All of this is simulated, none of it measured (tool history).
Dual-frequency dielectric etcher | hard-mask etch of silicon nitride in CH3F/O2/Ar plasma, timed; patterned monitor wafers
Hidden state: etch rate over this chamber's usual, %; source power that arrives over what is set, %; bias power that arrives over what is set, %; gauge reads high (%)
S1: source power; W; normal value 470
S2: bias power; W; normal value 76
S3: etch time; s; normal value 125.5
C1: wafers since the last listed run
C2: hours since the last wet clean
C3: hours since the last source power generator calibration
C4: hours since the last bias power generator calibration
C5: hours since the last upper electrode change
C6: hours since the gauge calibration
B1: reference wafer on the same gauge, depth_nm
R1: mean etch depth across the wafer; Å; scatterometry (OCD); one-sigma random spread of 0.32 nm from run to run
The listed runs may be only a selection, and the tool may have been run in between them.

run    hour   S1  S2     S3    C1     C2      C3      C4      C5      C6    B1    R1
  1     0.0  510  76  125.5     0  344.2  2537.7  4001.7  3410.6  1192.8  92.2  1009
  2    46.6  510  76  125.5   468  390.8  2584.3  4048.3  3457.2  1239.4  92.3  1007
  3   112.8  470  76  125.5   665  457.0  2650.5  4114.5  3523.4  1305.6  92.3   965
      141.2  -- wet clean of the chamber
  4   213.1  470  76  125.5   766   71.9  2750.8  4214.8  3623.7  1405.9  92.3   972
  5   291.7  470  76  125.5   789  150.5  2829.4  4293.4  3702.3  1484.5  92.3   973
  6   329.9  470  76  108.5   383  188.7  2867.6  4331.6  3740.5  1522.7  92.3   842
  7   368.9  470  76  108.5   391  227.7  2906.6  4370.6  3779.5  1561.7  92.4   836
  8   422.8  470  76  108.5   541  281.6  2960.5  4424.5  3833.4  1615.6  92.3   842
  9   464.1  470  76  125.5   414  322.9  3001.8  4465.8  3874.7  1656.9  92.3   972
 10   524.9  470  76  135.0   610  383.7  3062.6  4526.6  3935.5  1717.7  92.3  1044
      551.6  -- bias power generator calibrated
 11   569.4  520  86  143.0   406  428.2  3107.1    17.8  3980.0  1762.2  92.2  1201
 12   656.3  400  76  149.0   873  515.1  3194.0   104.7  4066.9  1849.1  92.2  1081
      697.1  -- wet clean of the chamber
 13   804.8  380  61  108.0  1250  107.7  3342.5   253.2  4215.4  1997.6  92.2   716
      842.3  -- upper electrode replaced
 14   871.6  580  76  110.0   430  174.5  3409.3   320.0    29.3  2064.4  92.3   934
 15   962.0  530  83  144.5   908  264.9  3499.7   410.4   119.7  2154.8  92.3  1211
 16  1059.7  470  76  149.0   981  362.6  3597.4   508.1   217.4  2252.5  92.5  1156
     1122.5  -- source power generator calibrated
     1143.3  -- gauge calibrated
 17  1160.8  590  69  125.5   975  463.7    38.3   609.2   318.5    17.5  92.4  1055
     1199.4  -- wet clean of the chamber
 18  1339.7  360  85  125.5  1556  140.3   217.2   788.1   497.4   196.4  92.3   905
 19  1378.5  370  85   88.5   389  179.1   256.0   826.9   536.2   235.2  92.4   643
 20  1452.1  470  76  125.5   739  252.7   329.6   900.5   609.8   308.8  92.3   989
 21  1529.9  510  86  105.0   781  330.5   407.4   978.3   687.6   386.6  92.4   885
 22  1614.6  470  93  125.5   851  415.2   492.1  1063.0   772.3   471.3  92.2  1045
 23  1711.0  470  76  125.5   968  511.6   588.5  1159.4   868.7   567.7  92.4   987
     1739.3  -- wet clean of the chamber
     1792.2  -- source power generator calibrated, repeated, since the last time left the tool worse
 24  1795.7  510  68   97.5   569   56.4     3.5  1244.1   953.4   652.4  92.4   748
 25  2031.9  470  62  136.0  2373  292.6   239.7  1480.3  1189.6   888.6  92.3   979
 26  2232.2  470  76  136.0  2012  492.9   440.0  1680.6  1389.9  1088.9  92.2  1038
 27  2298.8  470  76  125.5   669  559.5   506.6  1747.2  1456.5  1155.5  92.3   960
     2348.2  -- wet clean of the chamber
 28  2371.1  430  92  116.0   485   22.9   578.9  1819.5  1528.8  1227.8  92.3   902

5 options for the next run, each taken on its own from the tool as it stands now. Forecast them:
  A  2371.6  470  76  161.0   5  23.4  579.4  1820.0  1529.3  1228.3   ?   ?
  B  2371.6  530  76  103.0   5  23.4  579.4  1820.0  1529.3  1228.3   ?   ?
  C  2371.6  520  92  147.5   5  23.4  579.4  1820.0  1529.3  1228.3   ?   ?
  D  2371.6  560  66  107.5   5  23.4  579.4  1820.0  1529.3  1228.3   ?   ?
  E  2371.6  540  69   88.0   5  23.4  579.4  1820.0  1529.3  1228.3   ?   ?

run    B1    R1
  A  92.4  1225
  B  92.4   826
  C  92.4  1240
  D  92.4   849
  E  92.4   692
With no hidden state in the tool, these same runs would have given:
run    R1
  A  1222
  B   824
  C  1237
  D   847
  E   691
